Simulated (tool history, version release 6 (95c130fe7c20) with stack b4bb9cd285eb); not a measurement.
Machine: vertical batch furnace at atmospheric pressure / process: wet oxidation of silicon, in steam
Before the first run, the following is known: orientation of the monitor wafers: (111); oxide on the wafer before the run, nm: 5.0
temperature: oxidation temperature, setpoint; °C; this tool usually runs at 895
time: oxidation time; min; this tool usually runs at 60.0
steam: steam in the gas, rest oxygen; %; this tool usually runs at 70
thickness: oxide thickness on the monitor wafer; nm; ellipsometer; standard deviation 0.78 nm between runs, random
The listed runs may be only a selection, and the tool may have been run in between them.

run	hour	temperature	time	steam	read-back reference wafer on the same gauge, thickness	thickness
1	0.0	895	60.0	70	179.71	165.11
# hour 20.8: gauge calibrated
2	29.2	895	60.0	70	176.40	162.26
3	53.3	895	60.0	70	176.83	163.08
4	96.3	895	60.0	70	176.90	162.91
5	119.7	895	60.0	70	176.52	164.44
6	133.0	895	60.0	78	176.87	178.71
7	156.3	895	46.0	70	176.82	131.01
8	179.4	895	46.0	70	177.05	132.27
9	209.5	895	46.0	70	177.39	130.76
10	244.0	895	60.0	70	177.42	166.11
11	265.0	895	60.0	70	177.71	164.75
12	283.1	910	52.5	81	177.97	198.35
13	300.4	912	60.0	70	178.15	200.03
# hour 345.0: thermocouples replaced and temperature profile calibrated
14	345.5	895	46.0	70	178.21	132.25
# hour 370.9: steam generator serviced
15	371.4	895	60.0	70	178.79	165.54
16	385.6	876	46.0	70	178.93	102.80
# hour 436.9: gauge calibrated
17	450.7	895	37.5	67	176.60	105.41
18	475.0	895	60.0	59	176.82	141.88
19	488.6	910	52.5	81	176.57	196.81
20	504.9	901	60.0	79	176.75	193.66
21	536.6	909	60.0	70	176.90	192.24
22	549.2	917	60.0	63	176.81	192.99

3 options for the next run, each taken on its own from the tool as it stands now. Forecast them:
A	554.9	895	60.0	65	?	?
B	554.9	895	87.0	70	?	?
C	554.9	903	89.0	70	?	?

run	read-back reference wafer on the same gauge, thickness	thickness
A	177.17	154.80
B	177.17	222.31
C	177.17	247.87
Without the tool's hidden state the same runs would have given:
run	thickness
A	154.85
B	222.38
C	247.95
